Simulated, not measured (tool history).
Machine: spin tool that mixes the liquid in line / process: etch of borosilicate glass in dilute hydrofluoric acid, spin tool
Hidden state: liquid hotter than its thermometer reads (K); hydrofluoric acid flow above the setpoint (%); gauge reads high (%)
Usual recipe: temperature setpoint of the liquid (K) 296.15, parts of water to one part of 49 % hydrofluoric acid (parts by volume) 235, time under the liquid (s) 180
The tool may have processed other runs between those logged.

| run | hour | temperature setpoint of the liquid (K) | parts of water to one part of 49 % hydrofluoric acid (parts by volume) | time under the liquid (s) | wafers since the last listed run | hours since the thermometer was replaced | hours since the hydrofluoric acid flow meter was replaced | hours since the gauge calibration | read-back film thickness of the borosilicate glass reference wafer, read on the same gauge (nm) | thickness taken off the borosilicate glass on a monitor wafer (Å) |
|---|---|---|---|---|---|---|---|---|---|---|
| 1 | 0 | 296.15 | 235 | 180 | 0 | 2294.9 | 1646.8 | 275 | 60.05 | 178.5 |
| 2 | 7.8 | 296.15 | 235 | 180 | 74 | 2302.7 | 1654.6 | 282.8 | 60.01 | 180.9 |
| 3 | 18.1 | 296.15 | 235 | 180 | 98 | 2313 | 1664.9 | 293.1 | 60.01 | 180.1 |
| 4 | 27.6 | 296.15 | 235 | 180 | 91 | 2322.5 | 1674.4 | 302.6 | 59.99 | 180.2 |
| 5 | 34.5 | 296.15 | 195 | 180 | 66 | 2329.4 | 1681.3 | 309.5 | 60.03 | 227.4 |
| 6 | 50.2 | 296.15 | 195 | 180 | 150 | 2345.1 | 1697 | 325.2 | 60 | 226.7 |
| 7 | 56.2 | 296.15 | 195 | 180 | 57 | 2351.1 | 1703 | 331.2 | 59.93 | 229.9 |
| 8 | 68.5 | 296.15 | 235 | 180 | 118 | 2363.4 | 1715.3 | 343.5 | 60.05 | 182.9 |
| 9 | 85.2 | 296.15 | 235 | 180 | 160 | 2380.1 | 1732 | 360.2 | 60.02 | 181.4 |
| 10 | 97.6 | 296.15 | 235 | 180 | 119 | 2392.5 | 1744.4 | 372.6 | 59.96 | 183.1 |
| 11 | 113.5 | 296.15 | 235 | 180 | 152 | 2408.4 | 1760.3 | 388.5 | 60.01 | 182.8 |
| 12 | 127.8 | 296.15 | 275 | 180 | 137 | 2422.7 | 1774.6 | 402.8 | 59.97 | 148.2 |
|  | 136.7 | hydrofluoric acid flow meter replaced |
| 13 | 143.6 | 296.15 | 275 | 180 | 142 | 2438.5 | 6.9 | 418.6 | 60.06 | 148.4 |
| 14 | 160.8 | 296.15 | 305 | 150 | 165 | 2455.7 | 24.1 | 435.8 | 59.99 | 108.7 |
| 15 | 171.3 | 299.15 | 235 | 260 | 100 | 2466.2 | 34.6 | 446.3 | 60.05 | 292 |
| 16 | 179.5 | 296.15 | 235 | 255 | 78 | 2474.4 | 42.8 | 454.5 | 60.01 | 259 |
| 17 | 186.1 | 296.15 | 235 | 180 | 63 | 2481 | 49.4 | 461.1 | 59.98 | 184.7 |
|  | 200.4 | thermometer replaced |
| 18 | 203.4 | 294.65 | 330 | 180 | 156 | 3 | 66.7 | 478.4 | 60.07 | 103.2 |
| 19 | 219 | 296.15 | 335 | 115 | 149 | 18.6 | 82.3 | 494 | 59.97 | 67.4 |
| 20 | 230 | 296.15 | 235 | 180 | 105 | 29.6 | 93.3 | 505 | 59.96 | 164.8 |
| 21 | 239.4 | 296.15 | 330 | 180 | 90 | 39 | 102.7 | 514.4 | 59.97 | 109.1 |
| 22 | 256.1 | 296.15 | 200 | 180 | 160 | 55.7 | 119.4 | 531.1 | 59.98 | 204.1 |
| 23 | 289.1 | 292.65 | 195 | 180 | 316 | 88.7 | 152.4 | 564.1 | 60.02 | 183.5 |
| 24 | 305.7 | 292.15 | 325 | 145 | 159 | 105.3 | 169 | 580.7 | 59.97 | 78 |
| 25 | 312 | 296.15 | 235 | 180 | 60 | 111.6 | 175.3 | 587 | 60.01 | 167.6 |
|  | 321.7 | gauge calibrated |
| 26 | 329.4 | 296.15 | 235 | 125 | 167 | 129 | 192.7 | 7.7 | 60.01 | 116 |
| 27 | 343.3 | 300.65 | 235 | 180 | 133 | 142.9 | 206.6 | 21.6 | 60 | 196.2 |
| 28 | 360.2 | 296.15 | 235 | 180 | 162 | 159.8 | 223.5 | 38.5 | 60.05 | 166.4 |
| 29 | 371.2 | 300.65 | 190 | 85 | 105 | 170.8 | 234.5 | 49.5 | 60 | 120.9 |
| 30 | 388.8 | 292.15 | 165 | 260 | 168 | 188.4 | 252.1 | 67.1 | 60.04 | 319.1 |

Run 31 comes next. What will it give?
| 31 | 402.2 | 300.65 | 285 | 180 | 128 | 201.8 | 265.5 | 80.5 | ? | ? |

{"run 31": {"read-back film thickness of the borosilicate glass reference wafer, read on the same gauge (nm)": 60.07, "thickness taken off the borosilicate glass on a monitor wafer (Å)": 154}}
Minus the tool's unlogged condition, the same run would have read thickness taken off the borosilicate glass on a monitor wafer (Å) 151.9.

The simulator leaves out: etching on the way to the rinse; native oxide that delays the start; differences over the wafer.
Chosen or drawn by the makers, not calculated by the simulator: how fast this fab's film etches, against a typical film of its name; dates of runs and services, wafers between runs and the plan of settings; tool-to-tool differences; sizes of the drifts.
